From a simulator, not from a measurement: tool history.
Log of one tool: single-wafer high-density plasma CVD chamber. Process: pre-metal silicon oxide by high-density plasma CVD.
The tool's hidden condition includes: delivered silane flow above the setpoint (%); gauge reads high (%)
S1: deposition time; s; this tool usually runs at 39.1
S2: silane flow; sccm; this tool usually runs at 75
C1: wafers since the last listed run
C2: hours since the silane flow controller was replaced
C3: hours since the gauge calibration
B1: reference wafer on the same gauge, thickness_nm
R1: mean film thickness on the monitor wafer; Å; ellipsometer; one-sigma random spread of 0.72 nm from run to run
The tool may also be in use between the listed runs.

run,hour,S1,S2,C1,C2,C3,B1,R1
1,0,39.1,75,0,2447.4,9.4,321.914,2797.43
2,35.8,39.1,75,857,2483.2,45.2,321.883,2790.68
3,69.8,39.1,75,814,2517.2,79.2,321.924,2791.35
4,83.6,39.1,75,330,2531,93,322.039,2782.46
5,98.4,39.1,75,354,2545.8,107.8,321.96,2788.74
6,132.7,39.1,75,822,2580.1,142.1,322.063,2768.68
7,163.3,39.1,75,733,2610.7,172.7,322.008,2773.63
8,182.4,39.1,75,457,2629.8,191.8,321.801,2775
9,210.6,39.1,75,675,2658,220,321.99,2770.37
10,239.7,39.1,75,697,2687.1,249.1,322.019,2780.05
11,264.9,39.1,69,603,2712.3,274.3,322.067,2558.33
12,278.9,39.1,69,335,2726.3,288.3,322.077,2554.63
13,311.4,39.1,69,778,2758.8,320.8,321.891,2556.86
14,335.4,36.1,75,575,2782.8,344.8,321.85,2559.31
15,347.8,39.1,75,297,2795.2,357.2,322.005,2767.5
16,383.1,39.1,75,846,2830.5,392.5,322.004,2768.56
17,399.7,33.1,64,397,2847.1,409.1,321.992,2009
18,415.8,45.4,84,385,2863.2,425.2,321.966,3620.54
19,430.8,39.1,75,359,2878.2,440.2,321.979,2775.61
20,463.1,41.2,89,774,2910.5,472.5,321.935,3462.31
21,485.3,39.1,75,532,2932.7,494.7,321.982,2766.21
22,516.1,34.6,75,738,2963.5,525.5,321.83,2455.21
23,534.9,39.1,75,450,2982.3,544.3,322.013,2750.75
# hour 565.4: gauge calibrated
24,568.6,39.1,69,807,3016,3.2,322.058,2540.7
# hour 595.3: silane flow controller replaced
25,665,31.3,75,2118,69.7,99.6,322.132,2314.45
26,688.9,42.2,84,572,93.6,123.5,322.055,3514.48
27,722,31.5,89,793,126.7,156.6,322.02,2772.81
28,757.1,44,79,841,161.8,191.7,322.075,3413.65
29,770.8,41.7,66,328,175.5,205.4,321.975,2730.08
30,789.8,37,63,455,194.5,224.4,322.067,2301.84
31,808.5,39.1,71,448,213.2,243.1,322.04,2753.74

The next listed run, before its measurement:
32,830.2,33.6,81,520,234.9,264.8,?,?

B1: 321.98
R1: 2679.08 Å
Minus the tool's unlogged condition, the same run would have read R1 2700.06 Å.
